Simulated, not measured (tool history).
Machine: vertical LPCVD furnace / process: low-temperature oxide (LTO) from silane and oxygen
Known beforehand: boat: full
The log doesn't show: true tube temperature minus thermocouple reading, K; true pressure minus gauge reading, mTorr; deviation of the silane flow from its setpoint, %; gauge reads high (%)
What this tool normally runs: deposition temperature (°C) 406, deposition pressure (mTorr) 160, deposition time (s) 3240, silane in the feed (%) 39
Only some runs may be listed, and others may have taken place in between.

| run | hour | deposition temperature (°C) | deposition pressure (mTorr) | deposition time (s) | silane in the feed (%) | wafers since the last listed run | hours since the last temperature calibration | hours since the pressure gauge was zeroed | hours since the silane flow controller was replaced | hours since the gauge calibration | read-back reference wafer on the same gauge, thickness | film thickness on the monitor wafer in the middle of the boat (nm) |
|---|---|---|---|---|---|---|---|---|---|---|---|---|
| 1 | 0.0 | 406 | 160 | 3240 | 39 | 0 | 2638.9 | 3146.1 | 4405.9 | 681.2 | 347.11 | 371.57 |
| 2 | 54.5 | 406 | 160 | 3240 | 39 | 751 | 2693.4 | 3200.6 | 4460.4 | 735.7 | 347.00 | 371.84 |
| 3 | 94.9 | 406 | 160 | 3240 | 39 | 557 | 2733.8 | 3241.0 | 4500.8 | 776.1 | 347.06 | 371.31 |
| 4 | 163.8 | 406 | 160 | 3240 | 39 | 950 | 2802.7 | 3309.9 | 4569.7 | 845.0 | 347.03 | 371.64 |
| 5 | 227.2 | 401 | 160 | 3240 | 39 | 874 | 2866.1 | 3373.3 | 4633.1 | 908.4 | 346.90 | 351.26 |
| 6 | 257.1 | 406 | 160 | 3240 | 39 | 412 | 2896.0 | 3403.2 | 4663.0 | 938.3 | 346.76 | 371.63 |
| 7 | 322.1 | 406 | 160 | 3240 | 39 | 896 | 2961.0 | 3468.2 | 4728.0 | 1003.3 | 347.07 | 370.59 |
| 8 | 366.9 | 406 | 160 | 3240 | 39 | 618 | 3005.8 | 3513.0 | 4772.8 | 1048.1 | 347.15 | 371.17 |
| 9 | 399.1 | 406 | 160 | 3240 | 39 | 444 | 3038.0 | 3545.2 | 4805.0 | 1080.3 | 347.14 | 371.21 |
| 10 | 431.1 | 406 | 160 | 3240 | 36 | 441 | 3070.0 | 3577.2 | 4837.0 | 1112.3 | 347.08 | 334.27 |
| 11 | 461.0 | 406 | 160 | 3240 | 39 | 412 | 3099.9 | 3607.1 | 4866.9 | 1142.2 | 347.19 | 372.12 |
| 12 | 486.1 | 406 | 160 | 3240 | 39 | 346 | 3125.0 | 3632.2 | 4892.0 | 1167.3 | 346.97 | 369.89 |
| 13 | 546.2 | 406 | 160 | 3240 | 36 | 829 | 3185.1 | 3692.3 | 4952.1 | 1227.4 | 346.90 | 333.27 |
|  | 555.4 | gauge calibrated |
| 14 | 607.8 | 406 | 160 | 3240 | 39 | 849 | 3246.7 | 3753.9 | 5013.7 | 52.4 | 347.01 | 370.49 |
|  | 649.8 | thermocouples replaced and temperature profile calibrated |
|  | 694.1 | pressure gauge zeroed |
| 15 | 694.6 | 406 | 160 | 3240 | 39 | 535 | 44.8 | 0.5 | 5100.5 | 139.2 | 346.86 | 369.14 |
| 16 | 718.1 | 406 | 195 | 2790 | 39 | 324 | 68.3 | 24.0 | 5124.0 | 162.7 | 347.13 | 389.44 |
| 17 | 754.1 | 409 | 160 | 3870 | 39 | 496 | 104.3 | 60.0 | 5160.0 | 198.7 | 346.93 | 456.00 |
| 18 | 819.5 | 406 | 180 | 2880 | 43 | 902 | 169.7 | 125.4 | 5225.4 | 264.1 | 346.96 | 416.46 |
|  | 877.6 | silane flow controller replaced |
| 19 | 878.1 | 406 | 160 | 3240 | 39 | 477 | 228.3 | 184.0 | 0.5 | 322.7 | 347.04 | 362.00 |
| 20 | 926.1 | 398 | 160 | 3240 | 39 | 662 | 276.3 | 232.0 | 48.5 | 370.7 | 347.01 | 331.46 |
|  | 1089.4 | silane flow controller replaced, repeated, since the last time left the tool worse |
| 21 | 1111.9 | 406 | 175 | 2220 | 43 | 2232 | 462.1 | 417.8 | 22.5 | 556.5 | 346.98 | 321.53 |
| 22 | 1157.5 | 400 | 160 | 3240 | 33 | 629 | 507.7 | 463.4 | 68.1 | 602.1 | 347.04 | 289.81 |
| 23 | 1202.8 | 395 | 185 | 4470 | 39 | 624 | 553.0 | 508.7 | 113.4 | 647.4 | 346.92 | 541.83 |
| 24 | 1264.7 | 406 | 160 | 2310 | 39 | 853 | 614.9 | 570.6 | 175.3 | 709.3 | 346.93 | 274.05 |
| 25 | 1332.2 | 406 | 160 | 3240 | 39 | 931 | 682.4 | 638.1 | 242.8 | 776.8 | 346.78 | 381.97 |

3 options for the next run, each taken on its own from the tool as it stands now. Forecast them:
| A | 1336.2 | 406 | 160 | 3240 | 45 | 55 | 686.4 | 642.1 | 246.8 | 780.8 | ? | ? |
| B | 1336.2 | 412 | 125 | 3240 | 32 | 55 | 686.4 | 642.1 | 246.8 | 780.8 | ? | ? |
| C | 1336.2 | 399 | 125 | 2580 | 46 | 55 | 686.4 | 642.1 | 246.8 | 780.8 | ? | ? |

| run | read-back reference wafer on the same gauge, thickness | film thickness on the monitor wafer in the middle of the boat (nm) |
|---|---|---|
| A | 347.09 | 447.30 |
| B | 347.09 | 246.41 |
| C | 347.09 | 264.35 |
With no hidden state in the tool, these same runs would have given:
| run | film thickness on the monitor wafer in the middle of the boat (nm) |
|---|---|
| A | 447.84 |
| B | 246.93 |
| C | 264.67 |
